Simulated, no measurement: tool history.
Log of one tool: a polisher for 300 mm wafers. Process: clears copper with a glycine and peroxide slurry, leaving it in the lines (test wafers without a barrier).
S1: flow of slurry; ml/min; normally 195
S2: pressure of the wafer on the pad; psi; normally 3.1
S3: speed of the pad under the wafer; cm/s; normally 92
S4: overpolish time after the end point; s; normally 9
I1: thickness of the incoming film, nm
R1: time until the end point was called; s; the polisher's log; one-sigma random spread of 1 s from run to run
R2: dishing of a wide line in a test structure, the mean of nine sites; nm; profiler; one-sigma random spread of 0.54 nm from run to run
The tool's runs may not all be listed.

run    hour   S1   S2   S3  S4     I1    R1    R2
  1     0.0  195  3.1   92   9  485.3  84.1  37.3
  2    83.5  195  3.1   92   9  490.0  84.3  35.5
      163.5  -- worn pad replaced by a new one
  3   187.6  165  3.1   92   9  485.3  86.1  35.3
  4   226.8  165  3.1   92   9  495.8  89.8  35.2
  5   264.2  195  3.1   92   9  489.7  87.0  36.2
  6   305.1  195  3.1   92   9  493.0  86.3  34.8
      369.0  -- head pressure recalibrated
      399.9  -- worn pad replaced by a new one
  7   413.1  195  3.1   92   9  495.2  78.6  39.9
  8   472.1  195  2.3   92   9  484.6  90.3  34.5
  9   555.2  195  3.9  110   9  491.7  59.8  49.1
      636.8  -- head pressure recalibrated, repeated, since the last time left the tool worse
      647.2  -- worn pad replaced by a new one
 10   661.2  195  2.6   92   9  488.2  91.1  34.5
      727.1  -- slurry nozzle cleaned
 11   798.7  195  4.2   92   9  495.5  72.7  42.9
 12   872.9  195  3.1   92   9  491.2  86.8  35.7
      891.4  -- worn pad replaced by a new one
 13   934.6  195  3.9   92   5  492.3  75.3  23.6
 14  1012.0  195  3.1   92   9  490.2  86.3  35.8
     1084.8  -- head pressure recalibrated
 15  1112.5  150  3.1   92   9  493.2  89.1  36.1

The tool's hidden state at each run:
removal rate lost through wear of the pad, %: 0, the same for each run
slurry flow missing at the pad, %: 0, the same for each run
H1: deviation of the head's pressure from its setpoint, %
run      H1
  1  -0.863
  2   -2.52
  3   -4.58
  4   -5.35
  5    -6.1
  6   -6.91
  7    14.7
  8    13.6
  9    11.9
 10  -0.379
 11    -3.1
 12   -4.57
 13   -5.79
 14   -7.33
 15  0.0312
